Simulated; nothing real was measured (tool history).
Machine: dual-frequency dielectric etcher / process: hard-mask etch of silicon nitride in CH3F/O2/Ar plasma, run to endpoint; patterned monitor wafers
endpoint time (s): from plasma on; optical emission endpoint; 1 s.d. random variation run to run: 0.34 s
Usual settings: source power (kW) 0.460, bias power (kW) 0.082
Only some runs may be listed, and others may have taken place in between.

run	hour	source power (kW)	bias power (kW)	wafers since the last listed run	hours since the last wet clean	hours since the last source power generator calibration	hours since the last bias power generator calibration	hours since the last upper electrode change	incoming incoming film thickness, nm	endpoint time (s)
1	0.0	0.460	0.082	0	524.0	1701.8	1599.0	2789.7	55.3	78.5
2	10.9	0.460	0.082	139	534.9	1712.7	1609.9	2800.6	54.6	77.8
3	21.3	0.460	0.082	132	545.3	1723.1	1620.3	2811.0	55.2	77.8
4	30.2	0.460	0.082	113	554.2	1732.0	1629.2	2819.9	54.7	77.7
5	40.2	0.390	0.082	127	564.2	1742.0	1639.2	2829.9	54.4	80.0
6	56.4	0.390	0.082	206	580.4	1758.2	1655.4	2846.1	54.1	79.7
# hour 86.8: wet clean of the chamber
7	87.3	0.460	0.082	88	0.5	1789.1	1686.3	2877.0	54.5	75.4
8	87.7	0.460	0.082	5	0.9	1789.5	1686.7	2877.4	54.6	75.1
9	88.0	0.460	0.082	3	1.2	1789.8	1687.0	2877.7	55.0	76.5
10	98.3	0.460	0.082	131	11.5	1800.1	1697.3	2888.0	54.8	75.8
11	110.4	0.460	0.082	154	23.6	1812.2	1709.4	2900.1	54.8	75.5
12	127.4	0.460	0.082	217	40.6	1829.2	1726.4	2917.1	54.9	75.2
# hour 191.1: wet clean of the chamber, repeated, since the last time left the tool worse
# hour 201.3: source power generator calibrated
# hour 211.0: upper electrode replaced
13	211.5	0.460	0.082	591	20.4	10.2	1810.5	0.5	55.0	80.2
14	211.8	0.460	0.094	3	20.7	10.5	1810.8	0.8	54.8	74.3
15	212.2	0.460	0.082	5	21.1	10.9	1811.2	1.2	55.0	79.6
16	212.5	0.550	0.090	3	21.4	11.2	1811.5	1.5	54.9	72.3
17	212.8	0.490	0.099	3	21.7	11.5	1811.8	1.8	54.3	70.0
18	227.3	0.350	0.076	185	36.2	26.0	1826.3	16.3	54.3	87.5
19	242.7	0.540	0.071	196	51.6	41.4	1841.7	31.7	54.6	83.1
20	251.9	0.460	0.082	117	60.8	50.6	1850.9	40.9	54.5	78.9

What does the tool deliver on the next run?
21	265.2	0.530	0.069	169	74.1	63.9	1864.2	54.2	54.3	?

Run 21 produced endpoint time (s) 83.5.
With the hidden condition absent and the run-to-run variation left alone, this run would have shown endpoint time (s) 84.1.
